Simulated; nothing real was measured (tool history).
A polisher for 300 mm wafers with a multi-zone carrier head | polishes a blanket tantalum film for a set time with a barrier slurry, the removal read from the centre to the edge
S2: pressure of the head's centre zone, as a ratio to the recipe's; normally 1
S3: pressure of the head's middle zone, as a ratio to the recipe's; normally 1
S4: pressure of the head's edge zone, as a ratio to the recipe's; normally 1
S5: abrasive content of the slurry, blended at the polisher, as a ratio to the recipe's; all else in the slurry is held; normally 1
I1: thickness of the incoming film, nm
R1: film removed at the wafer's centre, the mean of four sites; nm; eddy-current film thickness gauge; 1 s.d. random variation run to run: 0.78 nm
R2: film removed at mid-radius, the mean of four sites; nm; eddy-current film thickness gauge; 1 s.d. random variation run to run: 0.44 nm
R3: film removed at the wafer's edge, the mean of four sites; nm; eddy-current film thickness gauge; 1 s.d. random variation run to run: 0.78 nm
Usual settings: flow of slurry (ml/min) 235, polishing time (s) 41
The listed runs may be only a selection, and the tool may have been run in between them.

run 1 day=0 | flow_of_slurry_(ml/min)=235 S2=0.91 S3=1 S4=1 S5=1 polishing_time_(s)=41 | I1=309.6 | R1=45.3 R2=52.2 R3=53.3
-- day=1.308 slurry nozzle cleaned
run 2 day=1.808 | flow_of_slurry_(ml/min)=235 S2=1 S3=0.96 S4=1.04 S5=1 polishing_time_(s)=47 | I1=310.2 | R1=63.6 R2=62.1 R3=65.7
run 3 day=3.871 | flow_of_slurry_(ml/min)=155 S2=1 S3=0.88 S4=0.95 S5=0.7 polishing_time_(s)=41 | I1=311.2 | R1=40.2 R2=37.7 R3=41.4
run 4 day=5.575 | flow_of_slurry_(ml/min)=235 S2=1 S3=1.03 S4=1 S5=1 polishing_time_(s)=41 | I1=316.8 | R1=53.7 R2=56.9 R3=55.4
run 5 day=8.804 | flow_of_slurry_(ml/min)=235 S2=1.06 S3=1 S4=0.95 S5=1 polishing_time_(s)=41 | I1=305.4 | R1=57.2 R2=54 R3=53.7
run 6 day=11.708 | flow_of_slurry_(ml/min)=235 S2=1 S3=1.08 S4=1 S5=1 polishing_time_(s)=41 | I1=305 | R1=52.9 R2=57.5 R3=55.4
run 7 day=13.967 | flow_of_slurry_(ml/min)=235 S2=1 S3=1 S4=1 S5=1 polishing_time_(s)=41 | I1=314.2 | R1=51.1 R2=53.7 R3=54.9
-- day=15.075 worn pad replaced by a new one
-- day=15.896 edge zone pressure recalibrated
run 8 day=17.508 | flow_of_slurry_(ml/min)=235 S2=1.07 S3=0.9 S4=0.95 S5=1 polishing_time_(s)=41 | I1=310.1 | R1=54.1 R2=49.1 R3=52.9
run 9 day=19.425 | flow_of_slurry_(ml/min)=235 S2=1 S3=1 S4=1 S5=1 polishing_time_(s)=41 | I1=314.9 | R1=52.7 R2=52.8 R3=52.5
run 10 day=21.221 | flow_of_slurry_(ml/min)=235 S2=1 S3=1 S4=1 S5=1 polishing_time_(s)=41 | I1=311.8 | R1=50.3 R2=51.7 R3=53.4
-- day=21.55 centre zone pressure recalibrated
run 11 day=25.408 | flow_of_slurry_(ml/min)=235 S2=1 S3=1 S4=1 S5=1 polishing_time_(s)=41 | I1=311.3 | R1=50.2 R2=52.2 R3=53.9
-- day=28.496 slurry nozzle cleaned
run 12 day=29.558 | flow_of_slurry_(ml/min)=235 S2=1 S3=1 S4=1 S5=1.2 polishing_time_(s)=41 | I1=310.6 | R1=59.1 R2=59.5 R3=60.3
run 13 day=32.554 | flow_of_slurry_(ml/min)=235 S2=0.91 S3=1 S4=1 S5=1 polishing_time_(s)=41 | I1=313.7 | R1=48 R2=55.5 R3=55.2
run 14 day=35.929 | flow_of_slurry_(ml/min)=235 S2=1 S3=1 S4=1.11 S5=1.25 polishing_time_(s)=41 | I1=313.4 | R1=58.6 R2=58.9 R3=61.9
run 15 day=37.967 | flow_of_slurry_(ml/min)=235 S2=1 S3=1 S4=1 S5=1 polishing_time_(s)=41 | I1=311 | R1=52.3 R2=54 R3=54.8
run 16 day=40.221 | flow_of_slurry_(ml/min)=215 S2=1 S3=1 S4=1 S5=0.85 polishing_time_(s)=53 | I1=312.2 | R1=61.3 R2=62.3 R3=63.3
run 17 day=42.892 | flow_of_slurry_(ml/min)=235 S2=1 S3=1 S4=1 S5=1 polishing_time_(s)=41 | I1=312.7 | R1=52.5 R2=52.7 R3=54
run 18 day=44.438 | flow_of_slurry_(ml/min)=235 S2=1 S3=1 S4=1 S5=1.1 polishing_time_(s)=41 | I1=312.1 | R1=52.8 R2=54.4 R3=57.2
-- day=45.167 worn pad replaced by a new one
run 19 day=48.775 | flow_of_slurry_(ml/min)=185 S2=1 S3=0.96 S4=0.94 S5=1 polishing_time_(s)=37 | I1=316.4 | R1=43.3 R2=43 R3=44.6
-- day=49.862 centre zone pressure recalibrated
run 20 day=52.958 | flow_of_slurry_(ml/min)=235 S2=1 S3=1 S4=1 S5=1 polishing_time_(s)=41 | I1=308.3 | R1=50.4 R2=51.5 R3=53

Predict each of these 5 candidate next runs independently; none follows another, all start after run 20:
run A day=52.975 | flow_of_slurry_(ml/min)=215 S2=1 S3=1 S4=1 S5=1 polishing_time_(s)=41 | I1=306.7 | R1=? R2=? R3=?
run B day=52.975 | flow_of_slurry_(ml/min)=235 S2=1 S3=1 S4=1 S5=1 polishing_time_(s)=35 | I1=306.7 | R1=? R2=? R3=?
run C day=52.975 | flow_of_slurry_(ml/min)=235 S2=1 S3=1.09 S4=1 S5=1 polishing_time_(s)=41 | I1=306.7 | R1=? R2=? R3=?
run D day=52.975 | flow_of_slurry_(ml/min)=185 S2=0.93 S3=1 S4=1.09 S5=1 polishing_time_(s)=41 | I1=306.7 | R1=? R2=? R3=?
run E day=52.975 | flow_of_slurry_(ml/min)=235 S2=1 S3=0.9 S4=1 S5=1 polishing_time_(s)=41 | I1=306.7 | R1=? R2=? R3=?

run=A R1=49.8 R2=50.7 R3=52.7
run=B R1=43.6 R2=44.2 R3=45.7
run=C R1=51.1 R2=55.7 R3=53.4
run=D R1=44.2 R2=48.7 R3=53.5
run=E R1=51 R2=47.4 R3=53.6
With no hidden state in the tool, these same runs would have given:
run=A R1=56 R2=56.1 R3=56.8
run=B R1=48.4 R2=48.5 R3=48.9
run=C R1=56.8 R2=61.1 R3=57.2
run=D R1=50.7 R2=54.9 R3=58.2
run=E R1=56.7 R2=52 R3=57.3
